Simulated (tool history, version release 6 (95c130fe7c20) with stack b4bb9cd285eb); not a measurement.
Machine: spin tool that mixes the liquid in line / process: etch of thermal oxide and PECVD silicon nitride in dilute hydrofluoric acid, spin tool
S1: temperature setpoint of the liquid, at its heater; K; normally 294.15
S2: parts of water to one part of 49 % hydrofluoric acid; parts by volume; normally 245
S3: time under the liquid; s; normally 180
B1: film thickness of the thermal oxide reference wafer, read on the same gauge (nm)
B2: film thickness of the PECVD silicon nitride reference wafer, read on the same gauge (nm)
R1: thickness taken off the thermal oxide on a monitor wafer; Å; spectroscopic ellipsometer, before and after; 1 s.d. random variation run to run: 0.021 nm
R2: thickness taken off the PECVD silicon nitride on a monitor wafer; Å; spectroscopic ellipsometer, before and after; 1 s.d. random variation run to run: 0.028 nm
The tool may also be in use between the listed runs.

| run | hour | S1 | S2 | S3 | B1 | B2 | R1 | R2 |
|---|---|---|---|---|---|---|---|---|
| 1 | 0.0 | 294.15 | 245 | 180 | 89.995 | 59.987 | 23.09 | 10.04 |
| 2 | 27.4 | 294.15 | 245 | 180 | 89.988 | 59.999 | 22.74 | 10.30 |
| 3 | 62.4 | 294.15 | 245 | 120 | 89.976 | 59.980 | 15.50 | 6.68 |
| 4 | 88.8 | 294.15 | 245 | 120 | 89.991 | 60.013 | 15.33 | 6.77 |
| 5 | 112.5 | 294.15 | 245 | 135 | 89.999 | 60.002 | 17.34 | 7.71 |
|  | 131.9 | gauge calibrated |
| 6 | 145.4 | 297.65 | 365 | 285 | 89.973 | 59.984 | 24.66 | 12.85 |
| 7 | 159.8 | 298.15 | 360 | 225 | 89.986 | 60.014 | 20.37 | 10.94 |
| 8 | 195.3 | 296.15 | 245 | 120 | 89.999 | 60.002 | 16.51 | 7.78 |
| 9 | 226.1 | 294.15 | 245 | 180 | 89.996 | 60.011 | 23.28 | 9.95 |
| 10 | 244.3 | 294.15 | 130 | 135 | 90.021 | 59.999 | 36.52 | 14.20 |
| 11 | 259.1 | 298.65 | 245 | 240 | 89.988 | 59.995 | 35.83 | 17.13 |
| 12 | 282.0 | 294.15 | 245 | 180 | 90.004 | 60.004 | 23.14 | 9.83 |
|  | 285.8 | thermometer replaced |
| 13 | 300.6 | 298.65 | 130 | 85 | 90.010 | 60.006 | 27.33 | 11.48 |
| 14 | 318.3 | 294.15 | 245 | 180 | 89.990 | 60.011 | 22.95 | 9.74 |
| 15 | 349.5 | 294.15 | 245 | 180 | 90.010 | 60.008 | 23.28 | 10.45 |
| 16 | 365.7 | 294.15 | 300 | 120 | 89.996 | 60.015 | 11.81 | 5.38 |
| 17 | 387.5 | 296.65 | 325 | 110 | 89.999 | 60.017 | 10.66 | 5.63 |
| 18 | 416.9 | 290.15 | 245 | 180 | 90.014 | 59.993 | 19.71 | 8.12 |
| 19 | 443.7 | 294.15 | 360 | 270 | 89.989 | 59.998 | 20.95 | 10.49 |
| 20 | 458.1 | 294.15 | 245 | 140 | 89.991 | 59.995 | 17.93 | 7.39 |
| 21 | 478.7 | 294.15 | 155 | 180 | 89.976 | 60.010 | 40.46 | 15.72 |
| 22 | 493.2 | 294.15 | 245 | 225 | 89.989 | 59.999 | 28.72 | 12.74 |
| 23 | 519.1 | 294.15 | 245 | 180 | 90.027 | 60.013 | 23.24 | 9.96 |
| 24 | 611.3 | 294.15 | 245 | 85 | 90.001 | 59.984 | 10.88 | 4.79 |
| 25 | 642.8 | 299.15 | 200 | 280 | 89.969 | 60.004 | 55.49 | 26.04 |
| 26 | 664.5 | 290.15 | 315 | 180 | 90.031 | 59.977 | 14.48 | 6.06 |
| 27 | 699.8 | 294.15 | 245 | 110 | 90.008 | 60.008 | 14.02 | 6.14 |

Each row is a separate what-if for the run after 27, all from the same tool condition, not one after another. Results?
| A | 700.3 | 290.65 | 245 | 180 | ? | ? | ? | ? |
| B | 700.3 | 291.65 | 320 | 130 | ? | ? | ? | ? |
| C | 700.3 | 298.65 | 245 | 180 | ? | ? | ? | ? |

| run | B1 | B2 | R1 | R2 |
|---|---|---|---|---|
| A | 89.974 | 60.019 | 20.15 | 7.68 |
| B | 89.974 | 60.019 | 10.84 | 4.59 |
| C | 89.974 | 60.019 | 27.09 | 12.79 |
With no hidden state in the tool, these same runs would have given:
| run | R1 | R2 |
|---|---|---|
| A | 20.15 | 7.68 |
| B | 10.84 | 4.59 |
| C | 27.09 | 12.79 |
